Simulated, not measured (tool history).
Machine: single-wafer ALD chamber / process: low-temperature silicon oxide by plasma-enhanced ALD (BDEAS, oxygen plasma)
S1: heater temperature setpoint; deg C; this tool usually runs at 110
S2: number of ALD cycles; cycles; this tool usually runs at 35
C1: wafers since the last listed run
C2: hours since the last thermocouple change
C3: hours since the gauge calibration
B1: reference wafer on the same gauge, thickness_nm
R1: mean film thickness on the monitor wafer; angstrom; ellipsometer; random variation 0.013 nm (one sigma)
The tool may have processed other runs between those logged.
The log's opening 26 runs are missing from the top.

| run | hour | S1 | S2 | C1 | C2 | C3 | B1 | R1 |
|---|---|---|---|---|---|---|---|---|
| 27 | 2152 | 110 | 35 | 578 | 204.5 | 152.2 | 5.781 | 48.51 |
| 28 | 2258.6 | 110 | 35 | 671 | 311.1 | 258.8 | 5.781 | 48.72 |
| 29 | 2338.1 | 120 | 42 | 500 | 390.6 | 338.3 | 5.781 | 57.33 |
| 30 | 2404.7 | 110 | 31 | 419 | 457.2 | 404.9 | 5.78 | 42.99 |
| 31 | 2486.9 | 110 | 40 | 517 | 539.4 | 487.1 | 5.789 | 55.58 |
| 32 | 2558.7 | 122 | 35 | 452 | 611.2 | 558.9 | 5.782 | 47.64 |
| 33 | 2596.4 | 105 | 31 | 237 | 648.9 | 596.6 | 5.779 | 43.56 |
| 34 | 2696.2 | 97 | 35 | 628 | 748.7 | 696.4 | 5.782 | 49.65 |

Branching from run 34: 4 alternative next runs. What would each branch give?
| A | 2696.7 | 110 | 35 | 3 | 749.2 | 696.9 | ? | ? |
| B | 2696.7 | 101 | 35 | 3 | 749.2 | 696.9 | ? | ? |
| C | 2696.7 | 97 | 37 | 3 | 749.2 | 696.9 | ? | ? |
| D | 2696.7 | 97 | 30 | 3 | 749.2 | 696.9 | ? | ? |

| run | B1 | R1 |
|---|---|---|
| A | 5.778 | 48.66 |
| B | 5.778 | 49.39 |
| C | 5.778 | 52.73 |
| D | 5.778 | 42.76 |
Take away the tool's hidden state, keep each run's random variation, and the runs would have read:
| run | R1 |
|---|---|
| A | 48.66 |
| B | 49.39 |
| C | 52.73 |
| D | 42.76 |
